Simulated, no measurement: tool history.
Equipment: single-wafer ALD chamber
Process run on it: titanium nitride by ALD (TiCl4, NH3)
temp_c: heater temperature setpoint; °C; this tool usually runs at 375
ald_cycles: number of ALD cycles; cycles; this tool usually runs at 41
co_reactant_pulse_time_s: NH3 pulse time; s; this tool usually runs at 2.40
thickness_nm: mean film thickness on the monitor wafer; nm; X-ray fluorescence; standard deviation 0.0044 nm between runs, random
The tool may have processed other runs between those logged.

run,day,temp_c,ald_cycles,co_reactant_pulse_time_s,"read-back reference wafer on the same gauge, thickness_nm",thickness_nm
1,0.000,375,41,2.40,0.843,0.970
2,2.871,375,41,2.40,0.842,0.976
3,6.304,375,41,2.40,0.841,0.974
4,10.175,375,41,2.40,0.843,0.977
5,14.479,375,41,2.40,0.841,0.984
6,16.912,375,41,2.40,0.843,0.979
7,18.858,375,41,2.40,0.843,0.976
8,21.375,375,41,2.40,0.841,0.973
9,23.525,375,41,2.40,0.842,0.978
10,26.017,375,41,2.02,0.841,0.967
11,29.021,375,41,2.02,0.841,0.963
12,30.625,375,41,2.02,0.841,0.970
13,33.204,375,41,2.40,0.843,0.984
14,35.775,375,41,2.40,0.842,0.978
15,37.392,375,41,2.40,0.841,0.977
16,40.217,382,41,2.40,0.841,0.986
17,43.288,375,41,2.88,0.842,0.984
18,46.792,375,41,2.40,0.840,0.977
19,49.154,375,41,1.77,0.842,0.966
20,53.038,362,41,2.96,0.842,0.971
21,56.229,369,41,2.40,0.841,0.962
22,58.829,387,41,1.45,0.842,0.965
23,63.329,375,41,2.40,0.839,0.976
24,65.450,375,45,2.70,0.841,1.080
25,69.138,375,41,1.77,0.843,0.963
26,71.029,363,41,2.98,0.842,0.976
27,73.242,375,41,2.40,0.842,0.979
28,74.975,385,44,1.54,0.844,1.031
29,78.817,362,37,2.40,0.843,0.864
30,81.775,389,41,2.68,0.842,0.989
31,84.167,379,41,2.40,0.841,0.969
32,86.592,363,39,3.14,0.843,0.925
33,89.025,375,41,2.40,0.843,0.981
34,91.125,375,41,1.53,0.842,0.945
35,93.521,375,41,2.40,0.843,0.985
36,95.929,385,49,2.12,0.842,1.171
37,100.200,386,41,2.40,0.842,0.986
38,103.042,382,46,2.40,0.842,1.104
39,107.500,375,41,2.40,0.844,0.970
40,111.888,375,41,2.40,0.843,0.981

Not shown here: 5 entries made in the log between runs. Locate each between two listed runs and compare the hidden state at the listed run before it with the hidden state at the listed run after it:
After run 5, before run 6: thermocouple changed; heater temperature recalibrated (day 16.892)
  no hidden state differs between the two runs
After run 19, before run 20: gauge calibrated (day 50.179)
  no hidden state differs between the two runs
After run 23, before run 24: thermocouple changed; heater temperature recalibrated (day 64.883)
  no hidden state differs between the two runs
After run 27, before run 28: showerhead replaced (day 74.188)
  no hidden state differs between the two runs
After run 39, before run 40: thermocouple changed; heater temperature recalibrated (day 111.867)
  no hidden state differs between the two runs
